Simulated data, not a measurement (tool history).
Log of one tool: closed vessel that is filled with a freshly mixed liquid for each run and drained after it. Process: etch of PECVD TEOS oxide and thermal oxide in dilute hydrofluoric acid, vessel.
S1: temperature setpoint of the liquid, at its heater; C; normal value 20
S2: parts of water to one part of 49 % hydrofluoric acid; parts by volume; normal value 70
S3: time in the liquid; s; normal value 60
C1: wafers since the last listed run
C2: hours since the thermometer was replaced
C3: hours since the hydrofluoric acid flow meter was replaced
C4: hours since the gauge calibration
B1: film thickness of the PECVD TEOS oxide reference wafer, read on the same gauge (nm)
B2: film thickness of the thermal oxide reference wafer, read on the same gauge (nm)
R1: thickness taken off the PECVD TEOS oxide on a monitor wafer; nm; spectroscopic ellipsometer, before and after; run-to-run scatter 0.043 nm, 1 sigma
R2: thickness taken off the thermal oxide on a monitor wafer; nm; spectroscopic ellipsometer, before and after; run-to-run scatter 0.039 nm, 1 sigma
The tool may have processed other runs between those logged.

run,hour,S1,S2,S3,C1,C2,C3,C4,B1,B2,R1,R2
1,0,20,70,60,0,1083.2,565.7,422,140.01,29.985,11.37,4.089
2,31.7,20,70,35,2603,1114.9,597.4,453.7,139.99,30.006,6.65,2.386
3,103.2,20,70,35,5871,1186.4,668.9,525.2,140,30.019,6.65,2.36
4,129.8,20,70,60,2184,1213,695.5,551.8,140.03,30.014,11.34,4.068
5,189.9,17.5,70,60,4935,1273.1,755.6,611.9,139.99,30.02,10.26,3.671
# hour 223.2: hydrofluoric acid flow meter replaced
# hour 230.1: thermometer replaced
6,235.4,20,70,60,3572,5.3,12.2,657.4,139.99,30.031,11.68,4.158
7,270.2,20,70,60,2857,40.1,47,692.2,140,30.012,11.68,4.2
8,305.1,20,70,60,2866,75,81.9,727.1,140.01,30.002,11.61,4.165
9,351.2,20,70,60,3785,121.1,128,773.2,140.01,29.997,11.65,4.204
10,529.3,24,95,30,14625,299.2,306.1,951.3,140.02,29.995,4.91,1.747
11,585.1,17.5,80,40,4582,355,361.9,1007.1,139.99,30.012,6.01,2.143
12,641.9,20,70,60,4664,411.8,418.7,1063.9,140.02,29.983,11.6,4.125
13,700.1,20,70,70,4779,470,476.9,1122.1,140.02,29.969,13.45,4.799
14,732.9,24,70,60,2693,502.8,509.7,1154.9,140,29.997,13.64,4.87
15,797.7,22.5,70,90,5321,567.6,574.5,1219.7,140.01,29.993,19.07,6.889
# hour 854: hydrofluoric acid flow meter replaced
16,1012.8,17,100,60,17582,782.7,158.8,1434.8,139.99,29.999,6.81,2.491
17,1069.3,18.5,70,60,4639,839.2,215.3,1491.3,139.99,29.995,10.71,3.774
18,1133.2,20,70,60,5247,903.1,279.2,1555.2,140.01,30.002,11.43,4.032
19,1174,20,90,60,3350,943.9,320,1596,140,29.987,8.7,3.149
# hour 1197.3: gauge calibrated
20,1227.4,18,70,60,4385,997.3,373.4,30.1,139.99,30,10.5,3.703
21,1271.8,17,105,60,3646,1041.7,417.8,74.5,139.99,30.036,6.44,2.32
22,1312,17.5,40,60,3301,1081.9,458,114.7,139.96,29.984,18.5,6.65
23,1379.4,20,70,60,5534,1149.3,525.4,182.1,139.98,30.02,11.5,4.051
24,1439.8,20,70,60,4960,1209.7,585.8,242.5,140.02,29.992,11.41,4.059
# hour 1463.2: thermometer replaced
25,1471.5,24.5,70,50,2521,8.3,617.5,274.2,140.01,29.991,11.73,4.177
26,1533.8,20,70,60,5116,70.6,679.8,336.5,140.02,30.005,11.66,4.25
27,1605.3,18,85,90,5871,142.1,751.3,408,140.01,30.009,12.99,4.563

Some steps in R1, run to run, broken into two amounts with sign: the step expected even without the hidden condition (settings, incoming material, random variation), and the rest, left for the hidden condition together with whatever gauge scatter is not in both the measured and the hidden-condition-free result:
What the log doesn't record here: liquid colder than its thermometer reads (K); hydrofluoric acid flow above the setpoint (%); gauge reads high (%).
Run 5 -> 6: S1 17.5 -> 20, hydrofluoric acid flow meter replaced, thermometer replaced. R1 +1.42 nm: hidden state +0.3, all else +1.12.
Run 15 -> 16: S1 22.5 -> 17, S2 70 -> 100, S3 90 -> 60, hydrofluoric acid flow meter replaced. R1 -12.26 nm: hidden state +0.14, all else -12.4.
Run 21 -> 22: S1 17 -> 17.5, S2 105 -> 40. R1 +12.06 nm: hidden state -0.34, all else +12.4.
